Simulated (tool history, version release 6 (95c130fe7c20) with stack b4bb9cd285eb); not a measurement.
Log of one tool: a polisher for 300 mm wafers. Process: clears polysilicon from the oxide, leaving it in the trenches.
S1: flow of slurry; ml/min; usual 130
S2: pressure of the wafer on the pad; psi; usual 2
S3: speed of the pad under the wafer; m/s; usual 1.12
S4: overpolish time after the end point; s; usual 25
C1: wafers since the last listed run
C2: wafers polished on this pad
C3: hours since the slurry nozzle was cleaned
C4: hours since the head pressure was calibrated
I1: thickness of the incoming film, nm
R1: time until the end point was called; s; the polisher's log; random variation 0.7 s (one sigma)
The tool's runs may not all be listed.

run,hour,S1,S2,S3,S4,C1,C2,C3,C4,I1,R1
1,0,130,2,1.12,25,0,2224,421.8,254.8,670.4,57.6
# hour 0.3: worn pad replaced by a new one
# hour 40.1: slurry nozzle cleaned
2,49.3,130,2,1.12,25,445,445,9.2,304.1,668.2,57.8
3,104,130,2,1.12,25,507,953,63.9,358.8,674.3,56.9
4,141.4,130,2,1.12,25,347,1300,101.3,396.2,680.7,58.8
5,210.6,130,2,1.12,25,642,1942,170.5,465.4,659.6,56.1
# hour 234.3: head pressure recalibrated
# hour 239: worn pad replaced by a new one
6,271.2,130,2.4,1.12,25,506,299,231.1,36.9,673.6,48.2
7,301.3,130,2,0.9,25,279,578,261.2,67,678,72.6
8,332.5,130,2,0.9,25,289,867,292.4,98.2,670.4,72
9,381.9,130,2,0.9,25,458,1326,341.8,147.6,678.5,73.2
10,445,130,2,1.12,16,585,1911,404.9,210.7,673.3,56.8
# hour 457: worn pad replaced by a new one
# hour 476.5: slurry nozzle cleaned
11,484.2,130,2,1.12,16,317,243,7.7,249.9,670.3,57.3
12,522.9,130,2,1.12,25,359,602,46.4,288.6,676.5,59
13,590.8,130,2,1.12,25,630,1232,114.3,356.5,672,58.3
14,651.4,100,1.4,0.78,15,562,1794,174.9,417.1,664.3,125.2
# hour 689.7: worn pad replaced by a new one
# hour 691.5: head pressure recalibrated
15,692,130,2,1,25,322,4,215.5,0.5,670.3,64.7
16,729.1,155,2,0.92,25,344,348,252.6,37.6,675.6,67.3
17,783.8,130,2,0.92,25,507,856,307.3,92.3,660.9,70.4
18,843.3,130,2,1.12,16,552,1408,366.8,151.8,680.9,58.7
# hour 877.2: slurry nozzle cleaned
19,907.4,130,2,1.3,13,585,1993,30.2,215.9,672,49.5
# hour 937.4: worn pad replaced by a new one
20,959.5,130,2.3,1.12,39,446,204,82.3,268,664.4,49.7
21,1002.5,90,2,1.4,32,398,603,125.3,311,666.1,48
22,1192,115,1.3,1.12,39,1758,2362,314.8,500.5,681.3,91.4
# hour 1226.3: worn pad replaced by a new one
# hour 1227.5: head pressure recalibrated
23,1229.4,130,1.4,1.12,33,298,17,352.2,1.9,667.4,82.9
24,1277.9,130,2.5,0.9,34,450,467,400.7,50.4,662.7,56.2

The tool's hidden state at each run:
removal rate lost through wear of the pad, %: 0 in every run
slurry flow missing at the pad, %: 0 in every run
deviation of the head's pressure from its setpoint, %: 0 in every run

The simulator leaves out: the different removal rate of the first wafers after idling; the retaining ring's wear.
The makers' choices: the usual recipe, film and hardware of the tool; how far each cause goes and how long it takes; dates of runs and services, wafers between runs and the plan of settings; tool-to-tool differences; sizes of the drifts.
